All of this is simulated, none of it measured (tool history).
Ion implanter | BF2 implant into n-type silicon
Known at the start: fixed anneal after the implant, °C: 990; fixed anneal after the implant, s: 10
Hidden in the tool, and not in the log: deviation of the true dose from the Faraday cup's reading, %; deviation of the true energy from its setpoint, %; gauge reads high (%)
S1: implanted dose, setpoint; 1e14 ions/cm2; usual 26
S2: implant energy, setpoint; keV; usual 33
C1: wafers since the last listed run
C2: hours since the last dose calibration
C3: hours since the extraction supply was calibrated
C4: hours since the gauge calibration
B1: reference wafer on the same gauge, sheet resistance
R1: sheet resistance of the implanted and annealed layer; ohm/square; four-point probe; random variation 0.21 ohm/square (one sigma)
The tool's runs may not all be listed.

Run 1, hour 0: usual settings; C1 0; C2 1772.9; C3 4711.8; C4 648.5; B1 123.94. Result: R1 139.75 ohm/square.
Run 2, hour 25.4: usual settings; C1 526; C2 1798.3; C3 4737.2; C4 673.9; B1 124.01. Result: R1 140.16 ohm/square.
Run 3, hour 50.2: usual settings; C1 514; C2 1823.1; C3 4762; C4 698.7; B1 123.99. Result: R1 140.51 ohm/square.
Run 4, hour 69.8: usual settings; C1 406; C2 1842.7; C3 4781.6; C4 718.3; B1 124.02. Result: R1 140.25 ohm/square.
Run 5, hour 92.5: usual settings; C1 470; C2 1865.4; C3 4804.3; C4 741; B1 123.98. Result: R1 140.49 ohm/square.
Run 6, hour 124.4: usual settings; C1 661; C2 1897.3; C3 4836.2; C4 772.9; B1 124.01. Result: R1 140.11 ohm/square.
Run 7, hour 146.2: usual settings; C1 451; C2 1919.1; C3 4858; C4 794.7; B1 123.95. Result: R1 140.38 ohm/square.
Run 8, hour 158.7: usual settings but S1 29.5 1e14 ions/cm2; C1 259; C2 1931.6; C3 4870.5; C4 807.2; B1 123.99. Result: R1 138.59 ohm/square.
Run 9, hour 176.6: usual settings but S2 39 keV; C1 371; C2 1949.5; C3 4888.4; C4 825.1; B1 123.97. Result: R1 127.14 ohm/square.
Run 10, hour 204.9: usual settings but S2 39 keV; C1 586; C2 1977.8; C3 4916.7; C4 853.4; B1 123.99. Result: R1 127.42 ohm/square.
Run 11, hour 224.1: usual settings; C1 398; C2 1997; C3 4935.9; C4 872.6; B1 123.95. Result: R1 139.81 ohm/square.
Run 12, hour 247.2: usual settings; C1 478; C2 2020.1; C3 4959; C4 895.7; B1 123.97. Result: R1 140.55 ohm/square.
Run 13, hour 261.5: usual settings; C1 296; C2 2034.4; C3 4973.3; C4 910; B1 123.99. Result: R1 140.11 ohm/square.
Run 14, hour 296.2: usual settings but S2 36.5 keV; C1 719; C2 2069.1; C3 5008; C4 944.7; B1 124.01. Result: R1 131.95 ohm/square.
At hour 314.6: Faraday cup replaced and dose calibrated.
Run 15, hour 315.1: usual settings but S2 36.5 keV; C1 225; C2 0.5; C3 5026.9; C4 963.6; B1 123.99. Result: R1 132.2 ohm/square.
At hour 337.7: gauge calibrated.
Run 16, hour 339: usual settings; C1 495; C2 24.4; C3 5050.8; C4 1.3; B1 123.96. Result: R1 140.6 ohm/square.
Run 17, hour 358.3: usual settings; C1 400; C2 43.7; C3 5070.1; C4 20.6; B1 124.03. Result: R1 140.38 ohm/square.
Run 18, hour 373.5: usual settings but S1 22.84 1e14 ions/cm2, S2 41 keV; C1 315; C2 58.9; C3 5085.3; C4 35.8; B1 123.97. Result: R1 124.83 ohm/square.
At hour 406.6: extraction supply calibrated.
Run 19, hour 407.1: usual settings; C1 530; C2 92.5; C3 0.5; C4 69.4; B1 124.01. Result: R1 140.3 ohm/square.
Run 20, hour 418.8: usual settings; C1 242; C2 104.2; C3 12.2; C4 81.1; B1 123.98. Result: R1 140.22 ohm/square.
Run 21, hour 433.6: usual settings but S2 42.5 keV; C1 306; C2 119; C3 27; C4 95.9; B1 124.02. Result: R1 120.7 ohm/square.
Run 22, hour 462.3: usual settings but S2 25 keV; C1 595; C2 147.7; C3 55.7; C4 124.6; B1 124.01. Result: R1 164.37 ohm/square.
Run 23, hour 493.5: usual settings but S1 19.92 1e14 ions/cm2, S2 23.5 keV; C1 646; C2 178.9; C3 86.9; C4 155.8; B1 123.99. Result: R1 175.05 ohm/square.
Run 24, hour 540.9: usual settings but S1 20.62 1e14 ions/cm2, S2 41 keV; C1 982; C2 226.3; C3 134.3; C4 203.2; B1 123.98. Result: R1 125.78 ohm/square.
Run 25, hour 562.4: usual settings; C1 445; C2 247.8; C3 155.8; C4 224.7; B1 124. Result: R1 140.45 ohm/square.
Run 26, hour 591: usual settings but S2 43 keV; C1 592; C2 276.4; C3 184.4; C4 253.3; B1 123.99. Result: R1 119.86 ohm/square.
Run 27, hour 616.4: usual settings but S1 28.99 1e14 ions/cm2, S2 41.5 keV; C1 526; C2 301.8; C3 209.8; C4 278.7; B1 124. Result: R1 121.4 ohm/square.
Run 28, hour 642.7: usual settings but S1 31.42 1e14 ions/cm2; C1 545; C2 328.1; C3 236.1; C4 305; B1 124.01. Result: R1 137.88 ohm/square.
Run 29, hour 661.2: usual settings but S1 21.97 1e14 ions/cm2, S2 21.5 keV; C1 383; C2 346.6; C3 254.6; C4 323.5; B1 123.95. Result: R1 182.36 ohm/square.
Run 30, hour 683.2: usual settings but S1 18.52 1e14 ions/cm2, S2 37 keV; C1 456; C2 368.6; C3 276.6; C4 345.5; B1 124.06. Result: R1 135.79 ohm/square.
Run 31, hour 716.8: usual settings but S1 31.86 1e14 ions/cm2, S2 26 keV; C1 696; C2 402.2; C3 310.2; C4 379.1; B1 124.06. Result: R1 157.51 ohm/square.
Run 32, hour 747.1: usual settings but S1 18.98 1e14 ions/cm2, S2 44 keV; C1 628; C2 432.5; C3 340.5; C4 409.4; B1 123.98. Result: R1 121.84 ohm/square.
Run 33, hour 764.3: usual settings but S1 23.62 1e14 ions/cm2, S2 21.5 keV; C1 356; C2 449.7; C3 357.7; C4 426.6; B1 124. Result: R1 180.79 ohm/square.
Run 34, hour 780.5: usual settings; C1 335; C2 465.9; C3 373.9; C4 442.8; B1 124.03. Result: R1 140.1 ohm/square.
Run 35, hour 793.8: usual settings; C1 275; C2 479.2; C3 387.2; C4 456.1; B1 124.03. Result: R1 140.4 ohm/square.
Run 36, hour 819.2: usual settings but S1 28.03 1e14 ions/cm2, S2 25 keV; C1 526; C2 504.6; C3 412.6; C4 481.5; B1 123.97. Result: R1 163.3 ohm/square.
Run 37, hour 841.8: usual settings but S2 36 keV; C1 468; C2 527.2; C3 435.2; C4 504.1; B1 124.03. Result: R1 133.6 ohm/square.
Run 38, hour 860.4: usual settings but S1 27.99 1e14 ions/cm2; C1 385; C2 545.8; C3 453.8; C4 522.7; B1 124. Result: R1 139.62 ohm/square.

Forecast each of these 3 alternatives for the next run:
Run A, hour 860.8: usual settings but S1 28.63 1e14 ions/cm2; C1 8; C2 546.2; C3 454.2; C4 523.1; B1 ?. Result: R1 ?.
Run B, hour 860.8: usual settings but S2 21.5 keV; C1 8; C2 546.2; C3 454.2; C4 523.1; B1 ?. Result: R1 ?.
Run C, hour 860.8: usual settings but S1 22.06 1e14 ions/cm2, S2 24.5 keV; C1 8; C2 546.2; C3 454.2; C4 523.1; B1 ?. Result: R1 ?.

run      B1      R1
  A  123.98  139.29
  B  123.98  178.83
  C  123.98  169.34
Without the tool's hidden state the same runs would have given:
run      R1
  A  139.29
  B  178.83
  C  169.34
